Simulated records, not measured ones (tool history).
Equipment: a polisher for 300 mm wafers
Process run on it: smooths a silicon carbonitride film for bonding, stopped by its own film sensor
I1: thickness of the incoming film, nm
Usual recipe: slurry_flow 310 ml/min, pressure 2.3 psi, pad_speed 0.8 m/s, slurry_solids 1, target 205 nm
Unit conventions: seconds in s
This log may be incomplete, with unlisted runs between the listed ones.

Run 1, day 0: usual settings but pressure 1.9 psi, target 199 nm; I1 239.1. Result: seconds 184.5 s.
At day 0.088: slurry nozzle cleaned.
Run 2, day 1.2: usual settings but pressure 1.9 psi, target 199 nm; I1 243. Result: seconds 187.4 s.
Run 3, day 2.412: usual settings; I1 241.5. Result: seconds 144.4 s.
Run 4, day 3.825: usual settings; I1 238.6. Result: seconds 134.3 s.
Run 5, day 4.904: usual settings; I1 241.3. Result: seconds 142.7 s.
At day 6.888: slurry blender recalibrated.
Run 6, day 6.908: usual settings; I1 238.4. Result: seconds 135.2 s.
At day 7.592: worn pad replaced by a new one.
At day 8.933: slurry nozzle cleaned.
Run 7, day 9.342: usual settings; I1 242.9. Result: seconds 144.4 s.
Run 8, day 12.254: usual settings; I1 239.3. Result: seconds 140.6 s.
Run 9, day 14.296: usual settings; I1 237.2. Result: seconds 131.3 s.
At day 15.817: worn pad replaced by a new one.
Run 10, day 16.35: usual settings; I1 241.8. Result: seconds 150.7 s.
At day 16.608: slurry nozzle cleaned.
At day 17.642: head pressure recalibrated.
Run 11, day 18.162: usual settings but pressure 3 psi, pad_speed 0.9 m/s, slurry_solids 0.85, target 194 nm; I1 238.1. Result: seconds 150.6 s.
Run 12, day 20.208: usual settings but target 199 nm; I1 238.1. Result: seconds 158.9 s.
At day 22.433: slurry blender recalibrated.
Run 13, day 22.783: usual settings; I1 235.9. Result: seconds 126.4 s.
At day 23.5: worn pad replaced by a new one.
Run 14, day 23.867: usual settings; I1 239.8. Result: seconds 140.7 s.
At day 25.258: slurry nozzle cleaned.
Run 15, day 26.562: usual settings; I1 239.1. Result: seconds 128.5 s.
Run 16, day 28.988: usual settings but slurry_solids 0.8; I1 240.2. Result: seconds 162.8 s.
Run 17, day 30.971: usual settings but slurry_flow 345 ml/min, pressure 1.9 psi, pad_speed 0.9 m/s, slurry_solids 0.9; I1 240.1. Result: seconds 149 s.
At day 31.225: worn pad replaced by a new one.
Run 18, day 32.992: usual settings but slurry_flow 390 ml/min, pad_speed 0.66 m/s, slurry_solids 1.2; I1 239.7. Result: seconds 143.9 s.
At day 34.467: slurry nozzle cleaned.
Run 19, day 35.262: usual settings but slurry_flow 275 ml/min, pad_speed 0.64 m/s; I1 241.1. Result: seconds 172 s.

Alternative continuations, all from the tool just after run 19; predict every row:
Run A, day 35.283: usual settings but slurry_flow 275 ml/min; I1 241.7. Result: seconds ?.
Run B, day 35.283: usual settings but slurry_flow 220 ml/min, pad_speed 1.04 m/s, slurry_solids 0.8, target 214 nm; I1 241.7. Result: seconds ?.
Run C, day 35.283: usual settings but pad_speed 0.88 m/s, slurry_solids 0.8; I1 241.7. Result: seconds ?.
Run D, day 35.283: usual settings but slurry_flow 245 ml/min, pressure 2 psi, pad_speed 1 m/s; I1 241.7. Result: seconds ?.
Run E, day 35.283: usual settings but pressure 1.8 psi, slurry_solids 0.7; I1 241.7. Result: seconds ?.

run  seconds
  A    141.1
  B    104.1
  C    150.5
  D    131.1
  E      212
Without the tool's unlogged condition, the same runs would have read:
run  seconds
  A    138.6
  B    101.7
  C    148.1
  D    128.4
  E    208.6

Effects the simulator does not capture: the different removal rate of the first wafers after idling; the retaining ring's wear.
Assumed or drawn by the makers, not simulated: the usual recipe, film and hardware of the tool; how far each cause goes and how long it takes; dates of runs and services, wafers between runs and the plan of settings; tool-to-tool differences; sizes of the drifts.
